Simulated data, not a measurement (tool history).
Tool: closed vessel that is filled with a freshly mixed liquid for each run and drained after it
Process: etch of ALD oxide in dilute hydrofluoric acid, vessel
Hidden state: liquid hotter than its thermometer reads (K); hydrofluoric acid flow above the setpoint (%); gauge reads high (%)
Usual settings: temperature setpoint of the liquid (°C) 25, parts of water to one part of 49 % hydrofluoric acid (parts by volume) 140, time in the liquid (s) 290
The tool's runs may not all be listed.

| run | hour | temperature setpoint of the liquid (°C) | parts of water to one part of 49 % hydrofluoric acid (parts by volume) | time in the liquid (s) | wafers since the last listed run | hours since the thermometer was replaced | hours since the hydrofluoric acid flow meter was replaced | hours since the gauge calibration | read-back film thickness of the ALD oxide reference wafer, read on the same gauge (nm) | thickness taken off the ALD oxide on a monitor wafer (angstrom) |
|---|---|---|---|---|---|---|---|---|---|---|
| 1 | 0 | 28.5 | 140 | 215 | 0 | 1240.7 | 1831 | 193.1 | 79.88 | 197.5 |
| 2 | 38.8 | 28.5 | 140 | 215 | 3097 | 1279.5 | 1869.8 | 231.9 | 79.79 | 196.7 |
| 3 | 105.5 | 27.5 | 140 | 290 | 5324 | 1346.2 | 1936.5 | 298.6 | 79.68 | 260.2 |
| 4 | 154.1 | 25 | 140 | 290 | 3879 | 1394.8 | 1985.1 | 347.2 | 79.6 | 234.3 |
| 5 | 224.2 | 25 | 140 | 290 | 5595 | 1464.9 | 2055.2 | 417.3 | 79.44 | 232.8 |
| 6 | 280.2 | 25 | 140 | 290 | 4470 | 1520.9 | 2111.2 | 473.3 | 79.25 | 232.5 |
|  | 323.4 | thermometer replaced |
| 7 | 348.9 | 25 | 140 | 290 | 5404 | 25.5 | 2179.9 | 542 | 79.04 | 233.8 |
| 8 | 393.9 | 25 | 140 | 290 | 3592 | 70.5 | 2224.9 | 587 | 78.9 | 235.5 |
|  | 406.1 | hydrofluoric acid flow meter replaced |
| 9 | 444.9 | 25 | 140 | 290 | 3991 | 121.5 | 38.8 | 638 | 78.74 | 230.9 |
| 10 | 479 | 25 | 140 | 290 | 2722 | 155.6 | 72.9 | 672.1 | 78.57 | 231.6 |
| 11 | 527.9 | 25 | 140 | 290 | 3903 | 204.5 | 121.8 | 721 | 78.37 | 227.8 |
| 12 | 586.6 | 27.5 | 140 | 290 | 4685 | 263.2 | 180.5 | 779.7 | 78.06 | 256.7 |
| 13 | 610.9 | 25 | 140 | 290 | 1939 | 287.5 | 204.8 | 804 | 77.92 | 230.5 |
| 14 | 650.8 | 29 | 115 | 290 | 3185 | 327.4 | 244.7 | 843.9 | 77.72 | 337.7 |
| 15 | 680 | 25 | 95 | 290 | 2330 | 356.6 | 273.9 | 873.1 | 77.58 | 352.8 |
| 16 | 709.4 | 25 | 140 | 215 | 2346 | 386 | 303.3 | 902.5 | 77.35 | 168.1 |

Forecast run 17:
|  | 712.6 | gauge calibrated |
| 17 | 752.7 | 25 | 140 | 290 | 3456 | 429.3 | 346.6 | 40.1 | ? | ? |

{"run 17": {"read-back film thickness of the ALD oxide reference wafer, read on the same gauge (nm)": 80.1, "thickness taken off the ALD oxide on a monitor wafer (angstrom)": 236.5}}
Without the tool's hidden state the same run would have given thickness taken off the ALD oxide on a monitor wafer (angstrom) 236.1.
